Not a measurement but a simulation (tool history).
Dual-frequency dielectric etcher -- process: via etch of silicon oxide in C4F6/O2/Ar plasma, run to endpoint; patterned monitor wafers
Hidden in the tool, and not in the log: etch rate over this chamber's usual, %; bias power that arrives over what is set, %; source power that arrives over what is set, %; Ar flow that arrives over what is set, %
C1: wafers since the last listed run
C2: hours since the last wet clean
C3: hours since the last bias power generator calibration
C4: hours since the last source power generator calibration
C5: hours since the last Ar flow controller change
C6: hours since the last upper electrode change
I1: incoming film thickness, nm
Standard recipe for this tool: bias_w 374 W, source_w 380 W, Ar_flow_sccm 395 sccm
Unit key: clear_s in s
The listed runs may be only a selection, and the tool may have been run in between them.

run 1 day=0.000 | bias_w=374 source_w=380 Ar_flow_sccm=395 | C1=0 C2=18.4 C3=3288.9 C4=4436.5 C5=1816.2 C6=3614.0 | I1=100.0 | clear_s=27.0
run 2 day=4.029 | bias_w=374 source_w=380 Ar_flow_sccm=395 | C1=1885 C2=115.1 C3=3385.6 C4=4533.2 C5=1912.9 C6=3710.7 | I1=99.8 | clear_s=27.3
run 3 day=7.438 | bias_w=374 source_w=380 Ar_flow_sccm=395 | C1=1595 C2=196.9 C3=3467.4 C4=4615.0 C5=1994.7 C6=3792.5 | I1=99.9 | clear_s=27.1
run 4 day=11.221 | bias_w=374 source_w=330 Ar_flow_sccm=395 | C1=1770 C2=287.7 C3=3558.2 C4=4705.8 C5=2085.5 C6=3883.3 | I1=99.4 | clear_s=29.5
run 5 day=13.029 | bias_w=374 source_w=380 Ar_flow_sccm=395 | C1=846 C2=331.1 C3=3601.6 C4=4749.2 C5=2128.9 C6=3926.7 | I1=100.0 | clear_s=27.8
run 6 day=15.629 | bias_w=374 source_w=380 Ar_flow_sccm=395 | C1=1216 C2=393.5 C3=3664.0 C4=4811.6 C5=2191.3 C6=3989.1 | I1=99.6 | clear_s=27.7
-- day=17.212 upper electrode replaced
-- day=19.888 wet clean of the chamber
run 7 day=19.908 | bias_w=349 source_w=380 Ar_flow_sccm=395 | C1=1066 C2=0.5 C3=3766.7 C4=4914.3 C5=2294.0 C6=64.7 | I1=99.2 | clear_s=27.1
run 8 day=23.146 | bias_w=307 source_w=320 Ar_flow_sccm=395 | C1=1515 C2=78.2 C3=3844.4 C4=4992.0 C5=2371.7 C6=142.4 | I1=99.3 | clear_s=32.4
-- day=25.775 bias power generator calibrated
-- day=26.746 source power generator calibrated
run 9 day=27.392 | bias_w=403 source_w=380 Ar_flow_sccm=335 | C1=1831 C2=180.1 C3=38.8 C4=15.5 C5=2473.6 C6=244.3 | I1=100.7 | clear_s=26.2
-- day=28.096 Ar flow controller replaced
run 10 day=31.500 | bias_w=456 source_w=410 Ar_flow_sccm=451 | C1=1805 C2=278.7 C3=137.4 C4=114.1 C5=81.7 C6=342.9 | I1=99.9 | clear_s=24.5
run 11 day=33.279 | bias_w=374 source_w=380 Ar_flow_sccm=474 | C1=832 C2=321.4 C3=180.1 C4=156.8 C5=124.4 C6=385.6 | I1=100.1 | clear_s=28.8
-- day=37.329 wet clean of the chamber
run 12 day=41.417 | bias_w=350 source_w=300 Ar_flow_sccm=395 | C1=3340 C2=98.1 C3=375.4 C4=352.1 C5=319.7 C6=580.9 | I1=99.1 | clear_s=31.6
run 13 day=43.650 | bias_w=374 source_w=380 Ar_flow_sccm=395 | C1=1045 C2=151.7 C3=429.0 C4=405.7 C5=373.3 C6=634.5 | I1=99.9 | clear_s=26.6

The next listed run, before its measurement:
run 14 day=47.675 | bias_w=374 source_w=380 Ar_flow_sccm=395 | C1=1883 C2=248.3 C3=525.6 C4=502.3 C5=469.9 C6=731.1 | I1=98.9 | clear_s=?

{"run 14": {"clear_s": 27.0}}
If the tool had no hidden condition, the same run with the same run-to-run variation would have returned clear_s 26.7 s.
